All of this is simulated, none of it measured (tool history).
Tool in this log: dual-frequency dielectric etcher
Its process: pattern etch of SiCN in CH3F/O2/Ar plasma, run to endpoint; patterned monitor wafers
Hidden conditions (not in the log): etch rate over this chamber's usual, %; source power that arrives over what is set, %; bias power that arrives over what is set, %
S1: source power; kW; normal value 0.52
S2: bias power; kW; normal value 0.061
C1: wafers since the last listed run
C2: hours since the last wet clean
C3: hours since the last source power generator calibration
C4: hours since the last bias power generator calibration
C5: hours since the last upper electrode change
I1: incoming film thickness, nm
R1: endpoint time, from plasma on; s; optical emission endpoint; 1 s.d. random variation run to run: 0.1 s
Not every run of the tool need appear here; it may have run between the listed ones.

| run | hour | S1 | S2 | C1 | C2 | C3 | C4 | C5 | I1 | R1 |
|---|---|---|---|---|---|---|---|---|---|---|
| 1 | 0 | 0.52 | 0.071 | 0 | 441.1 | 1099.6 | 2121.2 | 2235.8 | 5.98 | 13.7 |
|  | 67.3 | wet clean of the chamber |
| 2 | 100.4 | 0.52 | 0.071 | 973 | 33.1 | 1200 | 2221.6 | 2336.2 | 6.03 | 13.2 |
| 3 | 147.4 | 0.52 | 0.071 | 599 | 80.1 | 1247 | 2268.6 | 2383.2 | 5.97 | 13.1 |
| 4 | 250.4 | 0.52 | 0.052 | 1313 | 183.1 | 1350 | 2371.6 | 2486.2 | 6.03 | 15.1 |
| 5 | 352.6 | 0.52 | 0.052 | 1302 | 285.3 | 1452.2 | 2473.8 | 2588.4 | 6.09 | 15.1 |
| 6 | 393.7 | 0.52 | 0.052 | 523 | 326.4 | 1493.3 | 2514.9 | 2629.5 | 6.05 | 15.3 |
| 7 | 479.2 | 0.52 | 0.061 | 1089 | 411.9 | 1578.8 | 2600.4 | 2715 | 5.94 | 14.4 |
|  | 513.3 | wet clean of the chamber |
| 8 | 582.6 | 0.52 | 0.061 | 1012 | 69.3 | 1682.2 | 2703.8 | 2818.4 | 6.05 | 14.1 |
| 9 | 749.1 | 0.52 | 0.061 | 2122 | 235.8 | 1848.7 | 2870.3 | 2984.9 | 5.96 | 14.1 |
| 10 | 809.4 | 0.52 | 0.061 | 768 | 296.1 | 1909 | 2930.6 | 3045.2 | 6.03 | 14.1 |
| 11 | 853.9 | 0.52 | 0.061 | 567 | 340.6 | 1953.5 | 2975.1 | 3089.7 | 5.99 | 14.4 |
| 12 | 925.6 | 0.52 | 0.061 | 914 | 412.3 | 2025.2 | 3046.8 | 3161.4 | 5.95 | 14.2 |
|  | 1004.5 | wet clean of the chamber |
| 13 | 1026.7 | 0.52 | 0.061 | 982 | 22.2 | 2126.3 | 3147.9 | 3262.5 | 6.03 | 13.8 |
| 14 | 1096.5 | 0.52 | 0.061 | 889 | 92 | 2196.1 | 3217.7 | 3332.3 | 5.98 | 14 |
| 15 | 1137.2 | 0.52 | 0.061 | 518 | 132.7 | 2236.8 | 3258.4 | 3373 | 6.03 | 14.1 |
| 16 | 1211.9 | 0.52 | 0.053 | 952 | 207.4 | 2311.5 | 3333.1 | 3447.7 | 6.06 | 15.1 |
| 17 | 1319.1 | 0.42 | 0.061 | 1366 | 314.6 | 2418.7 | 3440.3 | 3554.9 | 6.06 | 15.9 |
| 18 | 1387.3 | 0.42 | 0.061 | 869 | 382.8 | 2486.9 | 3508.5 | 3623.1 | 6 | 15.9 |
|  | 1493.5 | wet clean of the chamber |
| 19 | 1494 | 0.55 | 0.076 | 1054 | 0.5 | 2593.6 | 3615.2 | 3729.8 | 6.01 | 12.6 |
| 20 | 1535.3 | 0.52 | 0.061 | 526 | 41.8 | 2634.9 | 3656.5 | 3771.1 | 6.06 | 13.9 |
|  | 1597.5 | bias power generator calibrated |
| 21 | 1613.1 | 0.52 | 0.061 | 940 | 119.6 | 2712.7 | 15.6 | 3848.9 | 6 | 13.9 |
| 22 | 1713.9 | 0.47 | 0.072 | 1284 | 220.4 | 2813.5 | 116.4 | 3949.7 | 6 | 14 |
| 23 | 1778.4 | 0.64 | 0.054 | 822 | 284.9 | 2878 | 180.9 | 4014.2 | 6.03 | 13.7 |
| 24 | 1818 | 0.52 | 0.061 | 504 | 324.5 | 2917.6 | 220.5 | 4053.8 | 6.02 | 14.3 |
| 25 | 1914.8 | 0.49 | 0.075 | 1233 | 421.3 | 3014.4 | 317.3 | 4150.6 | 6.04 | 13.9 |
|  | 1984.4 | source power generator calibrated |
|  | 1990.2 | wet clean of the chamber |
|  | 2008.6 | upper electrode replaced |
| 26 | 2009.1 | 0.62 | 0.053 | 841 | 18.9 | 24.7 | 411.6 | 0.5 | 6.05 | 13.7 |
| 27 | 2032.7 | 0.63 | 0.069 | 300 | 42.5 | 48.3 | 435.2 | 24.1 | 5.97 | 12.3 |
| 28 | 2134.4 | 0.52 | 0.049 | 1296 | 144.2 | 150 | 536.9 | 125.8 | 6.01 | 15.1 |
| 29 | 2206.8 | 0.59 | 0.071 | 922 | 216.6 | 222.4 | 609.3 | 198.2 | 6.04 | 12.7 |
| 30 | 2258.2 | 0.52 | 0.061 | 655 | 268 | 273.8 | 660.7 | 249.6 | 5.95 | 14.1 |
| 31 | 2337.6 | 0.42 | 0.046 | 1012 | 347.4 | 353.2 | 740.1 | 329 | 5.97 | 17.5 |
| 32 | 2444.3 | 0.55 | 0.061 | 1360 | 454.1 | 459.9 | 846.8 | 435.7 | 5.97 | 13.9 |
|  | 2502.1 | wet clean of the chamber |
| 33 | 2506.5 | 0.62 | 0.065 | 486 | 4.4 | 522.1 | 909 | 497.9 | 6.01 | 12.6 |
| 34 | 2612.6 | 0.44 | 0.066 | 1352 | 110.5 | 628.2 | 1015.1 | 604 | 6.05 | 14.8 |

What differs in the tool's unlogged condition from the final listed run ahead of each entry between runs to the first listed run following it?
Runs 1 to 2: wet clean of the chamber (hour 67.3)
  etch rate over this chamber's usual, %: -4.38 -> 0.251
  difference, measured minus the result without the unlogged condition, R1: +0.6 -> +0 s
Runs 7 to 8: wet clean of the chamber (hour 513.3)
  etch rate over this chamber's usual, %: -3.59 -> -0.52
  difference, measured minus the result without the unlogged condition, R1: +0.5 -> +0 s
Runs 12 to 13: wet clean of the chamber (hour 1004.5)
  etch rate over this chamber's usual, %: -4 -> -0.0828
  difference, measured minus the result without the unlogged condition, R1: +0.6 -> +0 s
Runs 18 to 19: wet clean of the chamber (hour 1493.5)
  etch rate over this chamber's usual, %: -3.74 -> 0.348
  difference, measured minus the result without the unlogged condition, R1: +0.6 -> +0 s
Runs 20 to 21: bias power generator calibrated (hour 1597.5)
  etch rate over this chamber's usual, %: -0.0709 -> -0.86
  difference, measured minus the result without the unlogged condition, R1: +0.1 -> +0.1 s
Runs 25 to 26: source power generator calibrated (hour 1984.4); wet clean of the chamber (hour 1990.2); upper electrode replaced (hour 2008.6)
  etch rate over this chamber's usual, %: -3.92 -> 0.335
  difference, measured minus the result without the unlogged condition, R1: +0.6 -> +0 s
Runs 32 to 33: wet clean of the chamber (hour 2502.1)
  etch rate over this chamber's usual, %: -4.08 -> -0.157
  difference, measured minus the result without the unlogged condition, R1: +0.5 -> +0 s
